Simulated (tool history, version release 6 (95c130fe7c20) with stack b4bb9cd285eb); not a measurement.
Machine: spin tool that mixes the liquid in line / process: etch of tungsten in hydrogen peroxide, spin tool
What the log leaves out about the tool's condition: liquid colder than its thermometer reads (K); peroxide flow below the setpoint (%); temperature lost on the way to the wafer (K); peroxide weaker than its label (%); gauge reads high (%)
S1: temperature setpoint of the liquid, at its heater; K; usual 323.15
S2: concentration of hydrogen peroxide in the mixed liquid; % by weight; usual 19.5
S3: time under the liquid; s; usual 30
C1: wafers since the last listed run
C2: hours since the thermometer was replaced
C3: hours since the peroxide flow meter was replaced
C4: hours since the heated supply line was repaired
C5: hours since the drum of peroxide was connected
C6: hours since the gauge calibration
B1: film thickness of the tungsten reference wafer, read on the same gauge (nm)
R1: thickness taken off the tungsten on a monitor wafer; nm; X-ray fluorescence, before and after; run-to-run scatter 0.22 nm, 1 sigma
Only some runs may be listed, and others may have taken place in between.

| run | hour | S1 | S2 | S3 | C1 | C2 | C3 | C4 | C5 | C6 | B1 | R1 |
|---|---|---|---|---|---|---|---|---|---|---|---|---|
| 1 | 0.0 | 323.15 | 19.5 | 30 | 0 | 1621.5 | 1.2 | 2873.1 | 236.0 | 2530.5 | 60.01 | 54.99 |
| 2 | 78.8 | 323.15 | 19.5 | 30 | 1432 | 1700.3 | 80.0 | 2951.9 | 314.8 | 2609.3 | 60.01 | 54.79 |
| 3 | 133.0 | 323.15 | 19.5 | 30 | 985 | 1754.5 | 134.2 | 3006.1 | 369.0 | 2663.5 | 60.01 | 54.84 |
| 4 | 222.9 | 323.15 | 19.5 | 30 | 1634 | 1844.4 | 224.1 | 3096.0 | 458.9 | 2753.4 | 60.02 | 54.71 |
|  | 274.3 | heated supply line repaired |
| 5 | 290.3 | 323.15 | 17.5 | 30 | 1207 | 1911.8 | 291.5 | 16.0 | 526.3 | 2820.8 | 59.99 | 51.77 |
| 6 | 392.3 | 319.65 | 19.5 | 15 | 1854 | 2013.8 | 393.5 | 118.0 | 628.3 | 2922.8 | 59.98 | 21.84 |
|  | 420.7 | gauge calibrated |
| 7 | 444.2 | 323.15 | 19.5 | 40 | 943 | 2065.7 | 445.4 | 169.9 | 680.2 | 23.5 | 60.00 | 72.13 |
| 8 | 521.9 | 332.65 | 24.5 | 45 | 1412 | 2143.4 | 523.1 | 247.6 | 757.9 | 101.2 | 59.99 | 160.98 |
|  | 588.8 | thermometer replaced |
| 9 | 600.0 | 320.65 | 19.5 | 20 | 1401 | 11.2 | 601.2 | 325.7 | 836.0 | 179.3 | 60.01 | 31.11 |
| 10 | 680.7 | 323.15 | 25.0 | 45 | 1467 | 91.9 | 681.9 | 406.4 | 916.7 | 260.0 | 59.95 | 92.41 |
| 11 | 786.0 | 323.15 | 19.5 | 30 | 1914 | 197.2 | 787.2 | 511.7 | 1022.0 | 365.3 | 59.97 | 54.03 |
| 12 | 836.2 | 315.15 | 25.0 | 40 | 912 | 247.4 | 837.4 | 561.9 | 1072.2 | 415.5 | 59.98 | 49.33 |
|  | 860.6 | new drum of peroxide connected |
| 13 | 940.9 | 329.15 | 22.0 | 45 | 1885 | 352.1 | 942.1 | 666.6 | 80.3 | 520.2 | 60.00 | 122.81 |
| 14 | 978.6 | 323.15 | 19.5 | 30 | 685 | 389.8 | 979.8 | 704.3 | 118.0 | 557.9 | 60.01 | 54.21 |
| 15 | 1062.8 | 323.15 | 15.5 | 45 | 1530 | 474.0 | 1064.0 | 788.5 | 202.2 | 642.1 | 59.97 | 71.94 |
| 16 | 1114.5 | 315.15 | 24.5 | 30 | 939 | 525.7 | 1115.7 | 840.2 | 253.9 | 693.8 | 60.04 | 36.60 |
| 17 | 1178.4 | 319.65 | 22.0 | 30 | 1161 | 589.6 | 1179.6 | 904.1 | 317.8 | 757.7 | 60.02 | 45.77 |
| 18 | 1250.5 | 320.65 | 19.5 | 20 | 1310 | 661.7 | 1251.7 | 976.2 | 389.9 | 829.8 | 59.99 | 30.76 |
| 19 | 1331.5 | 333.15 | 19.5 | 15 | 1472 | 742.7 | 1332.7 | 1057.2 | 470.9 | 910.8 | 59.99 | 48.84 |
| 20 | 1393.2 | 317.15 | 23.0 | 20 | 1121 | 804.4 | 1394.4 | 1118.9 | 532.6 | 972.5 | 59.99 | 26.75 |
| 21 | 1496.5 | 319.65 | 15.5 | 30 | 1877 | 907.7 | 1497.7 | 1222.2 | 635.9 | 1075.8 | 60.02 | 38.55 |
| 22 | 1553.2 | 323.15 | 19.5 | 30 | 1030 | 964.4 | 1554.4 | 1278.9 | 692.6 | 1132.5 | 59.96 | 53.40 |
| 23 | 1654.9 | 315.15 | 19.5 | 20 | 1848 | 1066.1 | 1656.1 | 1380.6 | 794.3 | 1234.2 | 60.02 | 21.50 |
| 24 | 1741.4 | 330.15 | 19.5 | 45 | 1572 | 1152.6 | 1742.6 | 1467.1 | 880.8 | 1320.7 | 59.97 | 121.18 |
| 25 | 1783.7 | 323.15 | 23.0 | 30 | 768 | 1194.9 | 1784.9 | 1509.4 | 923.1 | 1363.0 | 60.01 | 57.82 |

Alternative continuations, all from the tool just after run 25; predict every row:
| A | 1784.1 | 313.15 | 19.5 | 30 | 7 | 1195.3 | 1785.3 | 1509.8 | 923.5 | 1363.4 | ? | ? |
| B | 1784.1 | 326.65 | 22.5 | 40 | 7 | 1195.3 | 1785.3 | 1509.8 | 923.5 | 1363.4 | ? | ? |
| C | 1784.1 | 323.15 | 16.5 | 45 | 7 | 1195.3 | 1785.3 | 1509.8 | 923.5 | 1363.4 | ? | ? |
| D | 1784.1 | 326.65 | 15.5 | 30 | 7 | 1195.3 | 1785.3 | 1509.8 | 923.5 | 1363.4 | ? | ? |
| E | 1784.1 | 320.15 | 19.5 | 35 | 7 | 1195.3 | 1785.3 | 1509.8 | 923.5 | 1363.4 | ? | ? |

| run | B1 | R1 |
|---|---|---|
| A | 60.02 | 28.23 |
| B | 60.02 | 93.86 |
| C | 60.02 | 73.18 |
| D | 60.02 | 58.43 |
| E | 60.02 | 51.42 |
Had the tool no hidden state, the same runs would have come out as:
| run | R1 |
|---|---|
| A | 29.43 |
| B | 97.86 |
| C | 76.30 |
| D | 60.92 |
| E | 53.61 |
